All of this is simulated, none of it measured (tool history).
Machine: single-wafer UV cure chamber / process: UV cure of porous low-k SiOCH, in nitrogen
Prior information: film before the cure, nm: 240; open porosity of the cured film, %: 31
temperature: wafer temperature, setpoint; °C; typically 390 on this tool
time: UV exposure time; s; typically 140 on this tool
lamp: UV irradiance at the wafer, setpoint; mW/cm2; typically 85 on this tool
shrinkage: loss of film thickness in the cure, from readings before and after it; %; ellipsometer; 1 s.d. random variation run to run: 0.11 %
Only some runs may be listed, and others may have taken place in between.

run     day  temperature  time  lamp  wafers since the last listed run  hours since the UV bulbs were replaced  wafers since the quartz window was cleaned  shrinkage
  1       0          390   140   116                                 0                                  2232.2                                         211     13.693
  2   0.546          390   140   116                                94                                  2245.3                                         305     13.804
  3   1.008          390   140   116                                79                                  2256.4                                         385     13.912
  4     1.7          390   140    85                               119                                    2273                                         504     12.067
  5   2.283          390   140    85                               100                                    2287                                         605     11.939
  6       3          390   140    85                               123                                  2304.2                                         728     11.853
  7   3.575          390   140    85                                99                                    2318                                         828     11.696
  8   4.154          390   140    85                                99                                  2331.9                                         927     11.612
  9   4.446          390   140    85                                50                                  2338.9                                         978     11.665
 10   5.171          390   140    85                               125                                  2356.3                                        1103     11.527
 11   5.642          390   140    85                                81                                  2367.6                                        1184     11.457
 12   5.946          390   115    85                                52                                  2374.9                                        1237     10.403
 13   6.417          371   115    96                                81                                  2386.2                                        1318     10.429
      7.125  -- quartz window cleaned
 14   7.146          376   140    85                                68                                  2403.7                                           3     12.013
 15   7.162          377   165    70                                 2                                  2404.1                                           6     11.787
 16   7.425          404    90    85                                45                                  2410.4                                          51      10.26
      7.854  -- UV bulbs replaced
 17   8.496          402   210    97                               127                                    15.4                                         178     15.377
 18   9.183          390   140    85                               118                                    31.9                                         297     12.373
 19   9.712          373    55   118                                91                                    44.6                                         388      8.545
 20  10.371          375   140    68                               113                                    60.4                                         502     10.751
 21  10.783          390    70    85                                71                                    70.3                                         573      8.513
 22  11.325          371   140   101                                93                                    83.3                                         667     12.692
 23  11.979          378   180   100                               112                                      99                                         780     13.987
 24  12.608          390   140    85                               108                                   114.1                                         888     11.804

Alternative continuations, all from the tool just after run 24; predict every row:
  A  12.629          390   140    85                                 3                                   114.6                                         892          ?
  B  12.629          390   180    85                                 3                                   114.6                                         892          ?
  C  12.629          370   140    85                                 3                                   114.6                                         892          ?
  D  12.629          404    70   102                                 3                                   114.6                                         892          ?

run  shrinkage
  A     11.812
  B     13.187
  C     11.369
  D       9.37
Without the tool's hidden state the same runs would have given:
run  shrinkage
  A     12.228
  B      13.61
  C     11.784
  D      9.772

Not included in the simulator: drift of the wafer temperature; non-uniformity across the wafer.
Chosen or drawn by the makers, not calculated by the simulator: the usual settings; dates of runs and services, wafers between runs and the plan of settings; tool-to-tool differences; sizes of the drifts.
